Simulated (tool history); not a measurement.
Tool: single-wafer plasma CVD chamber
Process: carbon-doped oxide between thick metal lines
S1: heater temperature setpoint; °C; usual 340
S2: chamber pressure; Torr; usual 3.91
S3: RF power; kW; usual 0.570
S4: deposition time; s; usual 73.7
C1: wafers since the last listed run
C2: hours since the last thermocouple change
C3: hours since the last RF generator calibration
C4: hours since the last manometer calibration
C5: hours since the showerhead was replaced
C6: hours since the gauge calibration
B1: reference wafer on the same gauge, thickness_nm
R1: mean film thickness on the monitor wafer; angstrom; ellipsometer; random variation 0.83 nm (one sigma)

Run 1, hour 0.0: usual settings but S3 0.535 kW; C1 0; C2 1577.7; C3 1885.3; C4 1761.6; C5 7467.3; C6 176.9; B1 455.151. Result: R1 3952.23 angstrom.
Run 2, hour 26.1: usual settings but S3 0.535 kW; C1 430; C2 1603.8; C3 1911.4; C4 1787.7; C5 7493.4; C6 203.0; B1 454.803. Result: R1 3942.85 angstrom.
Run 3, hour 38.7: usual settings but S3 0.535 kW; C1 208; C2 1616.4; C3 1924.0; C4 1800.3; C5 7506.0; C6 215.6; B1 454.666. Result: R1 3946.17 angstrom.
Run 4, hour 52.0: usual settings; C1 219; C2 1629.7; C3 1937.3; C4 1813.6; C5 7519.3; C6 228.9; B1 454.688. Result: R1 4067.30 angstrom.
Run 5, hour 99.7: usual settings; C1 787; C2 1677.4; C3 1985.0; C4 1861.3; C5 7567.0; C6 276.6; B1 453.304. Result: R1 4053.33 angstrom.
Run 6, hour 112.4: usual settings; C1 209; C2 1690.1; C3 1997.7; C4 1874.0; C5 7579.7; C6 289.3; B1 453.419. Result: R1 4064.11 angstrom.
Run 7, hour 148.2: usual settings; C1 591; C2 1725.9; C3 2033.5; C4 1909.8; C5 7615.5; C6 325.1; B1 452.386. Result: R1 4054.98 angstrom.
Run 8, hour 181.4: usual settings; C1 548; C2 1759.1; C3 2066.7; C4 1943.0; C5 7648.7; C6 358.3; B1 451.712. Result: R1 4049.21 angstrom.
Run 9, hour 203.0: usual settings; C1 356; C2 1780.7; C3 2088.3; C4 1964.6; C5 7670.3; C6 379.9; B1 451.656. Result: R1 4044.71 angstrom.
At hour 224.3: gauge calibrated.
At hour 238.1: RF generator calibrated.
Run 10, hour 238.6: usual settings; C1 455; C2 1816.3; C3 0.5; C4 2000.2; C5 7705.9; C6 14.3; B1 458.612. Result: R1 4118.95 angstrom.
Run 11, hour 267.4: usual settings; C1 475; C2 1845.1; C3 29.3; C4 2029.0; C5 7734.7; C6 43.1; B1 458.182. Result: R1 4099.45 angstrom.
Run 12, hour 284.0: usual settings but S2 3.42 Torr; C1 274; C2 1861.7; C3 45.9; C4 2045.6; C5 7751.3; C6 59.7; B1 457.865. Result: R1 4018.27 angstrom.
At hour 294.4: showerhead replaced.
Run 13, hour 308.5: usual settings but S2 4.19 Torr, S3 0.465 kW; C1 272; C2 1886.2; C3 70.4; C4 2070.1; C5 14.1; C6 84.2; B1 457.532. Result: R1 3716.38 angstrom.
Run 14, hour 327.2: usual settings but S2 3.34 Torr, S4 87.7 s; C1 308; C2 1904.9; C3 89.1; C4 2088.8; C5 32.8; C6 102.9; B1 456.932. Result: R1 4768.19 angstrom.
At hour 344.0: capacitance manometer re-zeroed and calibrated.
Run 15, hour 344.5: usual settings but S1 327 °C, S4 63.2 s; C1 153; C2 1922.2; C3 106.4; C4 0.5; C5 50.1; C6 120.2; B1 456.637. Result: R1 3684.14 angstrom.
Run 16, hour 373.7: usual settings but S3 0.645 kW; C1 482; C2 1951.4; C3 135.6; C4 29.7; C5 79.3; C6 149.4; B1 456.429. Result: R1 4372.79 angstrom.
Run 17, hour 402.6: usual settings but S2 4.31 Torr; C1 477; C2 1980.3; C3 164.5; C4 58.6; C5 108.2; C6 178.3; B1 455.749. Result: R1 4143.29 angstrom.
Run 18, hour 435.6: usual settings but S1 327 °C, S2 3.31 Torr, S3 0.625 kW, S4 60.8 s; C1 544; C2 2013.3; C3 197.5; C4 91.6; C5 141.2; C6 211.3; B1 455.203. Result: R1 3626.43 angstrom.
At hour 447.3: thermocouple changed; heater temperature recalibrated.
Run 19, hour 463.9: usual settings; C1 335; C2 16.6; C3 225.8; C4 119.9; C5 169.5; C6 239.6; B1 454.361. Result: R1 4083.38 angstrom.
Run 20, hour 498.8: usual settings but S1 345 °C, S3 0.650 kW; C1 576; C2 51.5; C3 260.7; C4 154.8; C5 204.4; C6 274.5; B1 454.071. Result: R1 4299.85 angstrom.
Run 21, hour 523.4: usual settings but S1 331 °C, S2 4.45 Torr, S3 0.620 kW, S4 60.0 s; C1 406; C2 76.1; C3 285.3; C4 179.4; C5 229.0; C6 299.1; B1 453.338. Result: R1 3661.06 angstrom.
Run 22, hour 547.4: usual settings but S3 0.535 kW; C1 396; C2 100.1; C3 309.3; C4 203.4; C5 253.0; C6 323.1; B1 453.011. Result: R1 3932.18 angstrom.
Run 23, hour 579.0: usual settings but S2 3.13 Torr, S4 60.2 s; C1 521; C2 131.7; C3 340.9; C4 235.0; C5 284.6; C6 354.7; B1 452.439. Result: R1 3221.82 angstrom.

3 ways to go on from here, each from the tool as it stands after run 23. What would each give?
Run A, hour 579.4: usual settings; C1 6; C2 132.1; C3 341.3; C4 235.4; C5 285.0; C6 355.1; B1 ?. Result: R1 ?.
Run B, hour 579.4: usual settings but S1 333 °C, S2 3.60 Torr, S3 0.480 kW, S4 62.8 s; C1 6; C2 132.1; C3 341.3; C4 235.4; C5 285.0; C6 355.1; B1 ?. Result: R1 ?.
Run C, hour 579.4: usual settings but S4 77.4 s; C1 6; C2 132.1; C3 341.3; C4 235.4; C5 285.0; C6 355.1; B1 ?. Result: R1 ?.

run       B1       R1
  A  452.309  4053.40
  B  452.309  3191.19
  C  452.309  4255.41
Without the tool's hidden state the same runs would have given:
run       R1
  A  4102.56
  B  3229.90
  C  4307.03
